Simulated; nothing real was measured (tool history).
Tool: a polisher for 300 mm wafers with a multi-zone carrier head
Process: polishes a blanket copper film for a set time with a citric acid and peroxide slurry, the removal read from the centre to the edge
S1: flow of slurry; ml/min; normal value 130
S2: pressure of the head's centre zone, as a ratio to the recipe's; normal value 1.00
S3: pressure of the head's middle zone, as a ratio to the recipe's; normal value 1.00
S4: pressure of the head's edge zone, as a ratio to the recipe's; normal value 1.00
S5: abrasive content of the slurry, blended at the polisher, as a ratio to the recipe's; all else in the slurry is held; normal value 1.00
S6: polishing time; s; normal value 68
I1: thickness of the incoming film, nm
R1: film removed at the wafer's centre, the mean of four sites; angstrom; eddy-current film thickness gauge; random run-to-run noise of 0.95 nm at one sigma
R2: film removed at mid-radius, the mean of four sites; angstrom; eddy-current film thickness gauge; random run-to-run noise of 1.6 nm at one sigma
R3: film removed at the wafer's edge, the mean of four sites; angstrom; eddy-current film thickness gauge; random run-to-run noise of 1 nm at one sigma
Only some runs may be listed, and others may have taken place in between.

Run 1, hour 0.0: usual settings but S5 0.95, S6 80 s; I1 1135.7. Result: R1 1404 angstrom, R2 1373 angstrom, R3 1382 angstrom.
Run 2, hour 40.9: usual settings but S4 1.04; I1 1127.9. Result: R1 1176 angstrom, R2 1147 angstrom, R3 1176 angstrom.
Run 3, hour 91.6: usual settings but S4 1.04; I1 1122.5. Result: R1 1160 angstrom, R2 1166 angstrom, R3 1173 angstrom.
Run 4, hour 125.5: usual settings but S4 1.04; I1 1138.5. Result: R1 1153 angstrom, R2 1132 angstrom, R3 1179 angstrom.
At hour 173.1: carrier head's membrane replaced by a new one.
At hour 205.6: centre zone pressure recalibrated.
Run 5, hour 303.0: usual settings but S6 83 s; I1 1148.5. Result: R1 1351 angstrom, R2 1365 angstrom, R3 1400 angstrom.
At hour 328.2: worn pad replaced by a new one.
Run 6, hour 366.5: usual settings but S1 110 ml/min, S2 1.10, S5 0.80; I1 1140.1. Result: R1 1122 angstrom, R2 1028 angstrom, R3 1068 angstrom.
Run 7, hour 419.6: usual settings but S2 0.93, S3 0.90; I1 1148.5. Result: R1 1038 angstrom, R2 1009 angstrom, R3 1131 angstrom.
Run 8, hour 476.0: usual settings but S2 0.96, S4 1.08, S5 0.70, S6 76 s; I1 1154.0. Result: R1 1125 angstrom, R2 1200 angstrom, R3 1233 angstrom.
Run 9, hour 540.6: usual settings but S5 0.95, S6 80 s; I1 1147.1. Result: R1 1298 angstrom, R2 1313 angstrom, R3 1310 angstrom.
Run 10, hour 594.1: usual settings; I1 1132.8. Result: R1 1104 angstrom, R2 1112 angstrom, R3 1139 angstrom.
Run 11, hour 625.5: usual settings but S4 0.90, S5 1.30; I1 1165.8. Result: R1 1163 angstrom, R2 1150 angstrom, R3 1116 angstrom.
At hour 640.4: slurry nozzle cleaned.
At hour 669.3: worn pad replaced by a new one.
Run 12, hour 695.7: usual settings but S4 1.04; I1 1119.9. Result: R1 1167 angstrom, R2 1153 angstrom, R3 1203 angstrom.
At hour 717.9: edge zone pressure recalibrated.
Run 13, hour 741.5: usual settings but S3 0.91; I1 1132.0. Result: R1 1168 angstrom, R2 1099 angstrom, R3 1171 angstrom.
Run 14, hour 795.0: usual settings but S1 95 ml/min, S2 1.12, S5 0.80, S6 57 s; I1 1124.4. Result: R1 934 angstrom, R2 844 angstrom, R3 879 angstrom.
Run 15, hour 823.1: usual settings but S5 0.75; I1 1126.3. Result: R1 1123 angstrom, R2 1086 angstrom, R3 1108 angstrom.
Run 16, hour 847.6: usual settings; I1 1137.5. Result: R1 1154 angstrom, R2 1162 angstrom, R3 1159 angstrom.
Run 17, hour 878.2: usual settings but S3 1.11, S5 1.25; I1 1157.7. Result: R1 1180 angstrom, R2 1320 angstrom, R3 1189 angstrom.
Run 18, hour 910.7: usual settings but S3 1.08, S4 1.09; I1 1154.3. Result: R1 1139 angstrom, R2 1212 angstrom, R3 1179 angstrom.
Run 19, hour 964.8: usual settings but S2 1.03, S4 0.91; I1 1151.6. Result: R1 1193 angstrom, R2 1151 angstrom, R3 1091 angstrom.
At hour 1021.9: worn pad replaced by a new one.
Run 20, hour 1024.5: usual settings; I1 1157.0. Result: R1 1141 angstrom, R2 1150 angstrom, R3 1141 angstrom.
At hour 1027.7: centre zone pressure recalibrated.
Run 21, hour 1077.5: usual settings but S2 1.08, S4 0.96; I1 1140.0. Result: R1 1211 angstrom, R2 1121 angstrom, R3 1135 angstrom.
Run 22, hour 1122.3: usual settings but S5 1.10; I1 1145.3. Result: R1 1139 angstrom, R2 1157 angstrom, R3 1151 angstrom.

Forecast each of these 3 alternatives for the next run:
Run A, hour 1122.7: usual settings but S5 0.80; I1 1134.5. Result: R1 ?, R2 ?, R3 ?.
Run B, hour 1122.7: usual settings but S1 165 ml/min, S2 1.10, S3 1.09, S6 91 s; I1 1134.5. Result: R1 ?, R2 ?, R3 ?.
Run C, hour 1122.7: usual settings but S2 1.05; I1 1134.5. Result: R1 ?, R2 ?, R3 ?.

run    R1    R2    R3
  A  1091  1090  1117
  B  1779  1721  1608
  C  1183  1125  1153
Without the tool's hidden state the same runs would have given:
run    R1    R2    R3
  A  1157  1148  1158
  B  1861  1792  1655
  C  1254  1184  1195
